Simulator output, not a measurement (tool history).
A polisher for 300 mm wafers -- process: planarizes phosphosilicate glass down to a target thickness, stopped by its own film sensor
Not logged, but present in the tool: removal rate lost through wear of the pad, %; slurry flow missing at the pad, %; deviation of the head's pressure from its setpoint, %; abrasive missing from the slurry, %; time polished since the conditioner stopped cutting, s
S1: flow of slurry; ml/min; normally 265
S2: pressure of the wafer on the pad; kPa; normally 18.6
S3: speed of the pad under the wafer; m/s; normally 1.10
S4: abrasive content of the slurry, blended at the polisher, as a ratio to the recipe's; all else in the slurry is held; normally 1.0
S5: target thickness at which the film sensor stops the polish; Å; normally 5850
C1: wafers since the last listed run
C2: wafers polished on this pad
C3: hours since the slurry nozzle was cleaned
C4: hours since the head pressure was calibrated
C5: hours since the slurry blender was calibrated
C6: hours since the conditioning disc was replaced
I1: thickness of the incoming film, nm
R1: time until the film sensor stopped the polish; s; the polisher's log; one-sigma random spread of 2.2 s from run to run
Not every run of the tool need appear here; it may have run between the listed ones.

{"run": 1, "hour": 0.0, "S1": 265, "S2": 18.6, "S3": 1.1, "S4": 1.0, "S5": 5850, "C1": 0, "C2": 836, "C3": 645.5, "C4": 760.9, "C5": 51.6, "C6": 30.4, "I1": 1418.4, "R1": 123.4}
{"run": 2, "hour": 20.7, "S1": 265, "S2": 18.6, "S3": 1.1, "S4": 1.0, "S5": 5850, "C1": 190, "C2": 1027, "C3": 666.2, "C4": 781.6, "C5": 72.3, "C6": 51.1, "I1": 1389.7, "R1": 116.5}
{"hour": 57.1, "done": "slurry blender recalibrated"}
{"run": 3, "hour": 57.6, "S1": 265, "S2": 18.6, "S3": 1.1, "S4": 1.0, "S5": 5850, "C1": 321, "C2": 1348, "C3": 703.1, "C4": 818.5, "C5": 0.5, "C6": 88.0, "I1": 1401.8, "R1": 124.4}
{"run": 4, "hour": 76.2, "S1": 265, "S2": 18.6, "S3": 1.1, "S4": 0.8, "S5": 5850, "C1": 171, "C2": 1519, "C3": 721.7, "C4": 837.1, "C5": 19.1, "C6": 106.6, "I1": 1382.9, "R1": 141.4}
{"hour": 81.9, "done": "worn pad replaced by a new one"}
{"run": 5, "hour": 105.1, "S1": 265, "S2": 18.6, "S3": 1.1, "S4": 0.8, "S5": 5850, "C1": 229, "C2": 213, "C3": 750.6, "C4": 866.0, "C5": 48.0, "C6": 135.5, "I1": 1389.4, "R1": 144.1}
{"hour": 131.2, "done": "conditioning disc replaced and pad reconditioned"}
{"run": 6, "hour": 134.1, "S1": 265, "S2": 18.6, "S3": 1.1, "S4": 1.0, "S5": 5850, "C1": 248, "C2": 462, "C3": 779.6, "C4": 895.0, "C5": 77.0, "C6": 2.9, "I1": 1393.4, "R1": 122.3}
{"run": 7, "hour": 155.7, "S1": 265, "S2": 18.6, "S3": 1.1, "S4": 1.0, "S5": 5850, "C1": 198, "C2": 660, "C3": 801.2, "C4": 916.6, "C5": 98.6, "C6": 24.5, "I1": 1379.6, "R1": 119.2}
{"hour": 168.8, "done": "slurry blender recalibrated"}
{"run": 8, "hour": 185.9, "S1": 290, "S2": 18.6, "S3": 1.1, "S4": 1.0, "S5": 5850, "C1": 259, "C2": 920, "C3": 831.4, "C4": 946.8, "C5": 17.1, "C6": 54.7, "I1": 1392.1, "R1": 122.3}
{"hour": 195.0, "done": "slurry nozzle cleaned"}
{"run": 9, "hour": 214.7, "S1": 265, "S2": 18.6, "S3": 1.1, "S4": 0.7, "S5": 5850, "C1": 255, "C2": 1176, "C3": 19.7, "C4": 975.6, "C5": 45.9, "C6": 83.5, "I1": 1412.7, "R1": 176.0}
{"run": 10, "hour": 227.6, "S1": 240, "S2": 18.6, "S3": 1.42, "S4": 1.2, "S5": 5850, "C1": 118, "C2": 1294, "C3": 32.6, "C4": 988.5, "C5": 58.8, "C6": 96.4, "I1": 1386.6, "R1": 89.6}
{"hour": 254.1, "done": "worn pad replaced by a new one"}
{"run": 11, "hour": 254.6, "S1": 265, "S2": 18.6, "S3": 1.1, "S4": 1.2, "S5": 7780, "C1": 211, "C2": 5, "C3": 59.6, "C4": 1015.5, "C5": 85.8, "C6": 123.4, "I1": 1401.4, "R1": 82.1}
{"run": 12, "hour": 268.0, "S1": 290, "S2": 18.6, "S3": 1.1, "S4": 1.0, "S5": 5850, "C1": 123, "C2": 128, "C3": 73.0, "C4": 1028.9, "C5": 99.2, "C6": 136.8, "I1": 1410.3, "R1": 126.0}
{"hour": 273.3, "done": "head pressure recalibrated"}
{"run": 13, "hour": 297.6, "S1": 265, "S2": 18.6, "S3": 1.1, "S4": 1.0, "S5": 5850, "C1": 253, "C2": 382, "C3": 102.6, "C4": 24.3, "C5": 128.8, "C6": 166.4, "I1": 1381.2, "R1": 121.1}
{"hour": 303.2, "done": "slurry blender recalibrated"}
{"hour": 330.0, "done": "conditioning disc replaced and pad reconditioned"}
{"run": 14, "hour": 330.5, "S1": 265, "S2": 18.6, "S3": 1.36, "S4": 1.0, "S5": 5850, "C1": 265, "C2": 648, "C3": 135.5, "C4": 57.2, "C5": 27.3, "C6": 0.5, "I1": 1387.6, "R1": 101.5}
{"run": 15, "hour": 361.9, "S1": 265, "S2": 13.8, "S3": 1.1, "S4": 1.3, "S5": 8620, "C1": 288, "C2": 937, "C3": 166.9, "C4": 88.6, "C5": 58.7, "C6": 31.9, "I1": 1417.6, "R1": 96.5}
{"run": 16, "hour": 394.7, "S1": 265, "S2": 18.6, "S3": 1.28, "S4": 1.1, "S5": 7320, "C1": 301, "C2": 1239, "C3": 199.7, "C4": 121.4, "C5": 91.5, "C6": 64.7, "I1": 1395.7, "R1": 80.5}

Alternative continuations, all from the tool just after run 16; predict every row:
{"run": "A", "hour": 395.2, "S1": 265, "S2": 18.6, "S3": 1.1, "S4": 1.0, "S5": 5850, "C1": 4, "C2": 1243, "C3": 200.2, "C4": 121.9, "C5": 92.0, "C6": 65.2, "I1": 1402.1, "R1": "?"}
{"run": "B", "hour": 395.2, "S1": 265, "S2": 13.1, "S3": 1.1, "S4": 1.2, "S5": 5850, "C1": 4, "C2": 1243, "C3": 200.2, "C4": 121.9, "C5": 92.0, "C6": 65.2, "I1": 1402.1, "R1": "?"}
{"run": "C", "hour": 395.2, "S1": 265, "S2": 16.5, "S3": 1.1, "S4": 1.0, "S5": 4480, "C1": 4, "C2": 1243, "C3": 200.2, "C4": 121.9, "C5": 92.0, "C6": 65.2, "I1": 1402.1, "R1": "?"}
{"run": "D", "hour": 395.2, "S1": 205, "S2": 18.6, "S3": 1.1, "S4": 0.7, "S5": 5850, "C1": 4, "C2": 1243, "C3": 200.2, "C4": 121.9, "C5": 92.0, "C6": 65.2, "I1": 1402.1, "R1": "?"}

run=A R1=121.5
run=B R1=154.2
run=C R1=159.6
run=D R1=173.8
Without the tool's hidden state the same runs would have given:
run=A R1=121.5
run=B R1=154.2
run=C R1=159.6
run=D R1=173.8
